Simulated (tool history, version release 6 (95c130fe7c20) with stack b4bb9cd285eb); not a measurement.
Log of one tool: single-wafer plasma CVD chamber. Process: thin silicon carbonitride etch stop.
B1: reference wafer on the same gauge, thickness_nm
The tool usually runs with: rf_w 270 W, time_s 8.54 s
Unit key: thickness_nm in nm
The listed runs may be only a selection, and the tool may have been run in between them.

run 1 hour=0 | rf_w=270 time_s=9.19 | B1=6.155 | thickness_nm=5.618
run 2 hour=71.4 | rf_w=270 time_s=8.54 | B1=6.152 | thickness_nm=5.232
run 3 hour=134.6 | rf_w=270 time_s=8.54 | B1=6.151 | thickness_nm=5.2
run 4 hour=171.9 | rf_w=270 time_s=8.54 | B1=6.152 | thickness_nm=5.206
run 5 hour=200 | rf_w=270 time_s=8.54 | B1=6.146 | thickness_nm=5.209
run 6 hour=236.1 | rf_w=270 time_s=8.54 | B1=6.148 | thickness_nm=5.215
run 7 hour=283.9 | rf_w=255 time_s=7.3 | B1=6.147 | thickness_nm=4.402
run 8 hour=338.3 | rf_w=255 time_s=7.3 | B1=6.151 | thickness_nm=4.392
run 9 hour=444.8 | rf_w=255 time_s=7.3 | B1=6.148 | thickness_nm=4.408
run 10 hour=472.9 | rf_w=270 time_s=8.54 | B1=6.154 | thickness_nm=5.16
run 11 hour=508.2 | rf_w=270 time_s=8.54 | B1=6.153 | thickness_nm=5.166
-- hour=558.4 thermocouple changed; heater temperature recalibrated
run 12 hour=576.2 | rf_w=230 time_s=8.54 | B1=6.143 | thickness_nm=5.018
run 13 hour=635 | rf_w=245 time_s=8.54 | B1=6.148 | thickness_nm=5.081
run 14 hour=662.7 | rf_w=270 time_s=8.17 | B1=6.151 | thickness_nm=4.936
run 15 hour=727.4 | rf_w=270 time_s=8.17 | B1=6.148 | thickness_nm=4.977
run 16 hour=772.7 | rf_w=270 time_s=8.17 | B1=6.15 | thickness_nm=4.939
run 17 hour=838.9 | rf_w=235 time_s=9.43 | B1=6.15 | thickness_nm=5.534
-- hour=872.3 RF generator calibrated
run 18 hour=907.2 | rf_w=270 time_s=8.54 | B1=6.148 | thickness_nm=5.247
run 19 hour=946.9 | rf_w=290 time_s=9.22 | B1=6.149 | thickness_nm=5.759
run 20 hour=1008.2 | rf_w=240 time_s=8.54 | B1=6.141 | thickness_nm=5.133
-- hour=1009.8 gauge calibrated
run 21 hour=1050.9 | rf_w=270 time_s=8.54 | B1=6.155 | thickness_nm=5.288
run 22 hour=1093.7 | rf_w=270 time_s=7.52 | B1=6.153 | thickness_nm=4.629
run 23 hour=1141.5 | rf_w=270 time_s=7.06 | B1=6.153 | thickness_nm=4.337
run 24 hour=1178.8 | rf_w=270 time_s=8.98 | B1=6.147 | thickness_nm=5.505
run 25 hour=1241.3 | rf_w=270 time_s=10.17 | B1=6.154 | thickness_nm=6.244
run 26 hour=1274 | rf_w=270 time_s=8.17 | B1=6.149 | thickness_nm=5.011
-- hour=1297.7 showerhead replaced
run 27 hour=1314 | rf_w=320 time_s=8.01 | B1=6.152 | thickness_nm=5.114
run 28 hour=1379.3 | rf_w=310 time_s=9.18 | B1=6.143 | thickness_nm=5.818
run 29 hour=1446.7 | rf_w=290 time_s=7.94 | B1=6.148 | thickness_nm=4.933
run 30 hour=1487.8 | rf_w=270 time_s=8.54 | B1=6.145 | thickness_nm=5.256
run 31 hour=1536.8 | rf_w=315 time_s=9.31 | B1=6.15 | thickness_nm=5.891
run 32 hour=1563.8 | rf_w=290 time_s=10.14 | B1=6.149 | thickness_nm=6.321
run 33 hour=1605 | rf_w=305 time_s=8.54 | B1=6.137 | thickness_nm=5.357
run 34 hour=1659.7 | rf_w=270 time_s=8.54 | B1=6.144 | thickness_nm=5.243
run 35 hour=1708.3 | rf_w=220 time_s=8.54 | B1=6.142 | thickness_nm=5.017

Branching from run 35: 5 alternative next runs. What would each branch give?
run A hour=1708.7 | rf_w=270 time_s=8.54 | B1=? | thickness_nm=?
run B hour=1708.7 | rf_w=240 time_s=7.05 | B1=? | thickness_nm=?
run C hour=1708.7 | rf_w=305 time_s=9.18 | B1=? | thickness_nm=?
run D hour=1708.7 | rf_w=220 time_s=7.5 | B1=? | thickness_nm=?
run E hour=1708.7 | rf_w=295 time_s=8.54 | B1=? | thickness_nm=?

run=A B1=6.152 thickness_nm=5.243
run=B B1=6.152 thickness_nm=4.223
run=C B1=6.152 thickness_nm=5.786
run=D B1=6.152 thickness_nm=4.414
run=E B1=6.152 thickness_nm=5.344
What these runs would have given with no unlogged condition in the tool:
run=A thickness_nm=5.305
run=B thickness_nm=4.273
run=C thickness_nm=5.855
run=D thickness_nm=4.467
run=E thickness_nm=5.408

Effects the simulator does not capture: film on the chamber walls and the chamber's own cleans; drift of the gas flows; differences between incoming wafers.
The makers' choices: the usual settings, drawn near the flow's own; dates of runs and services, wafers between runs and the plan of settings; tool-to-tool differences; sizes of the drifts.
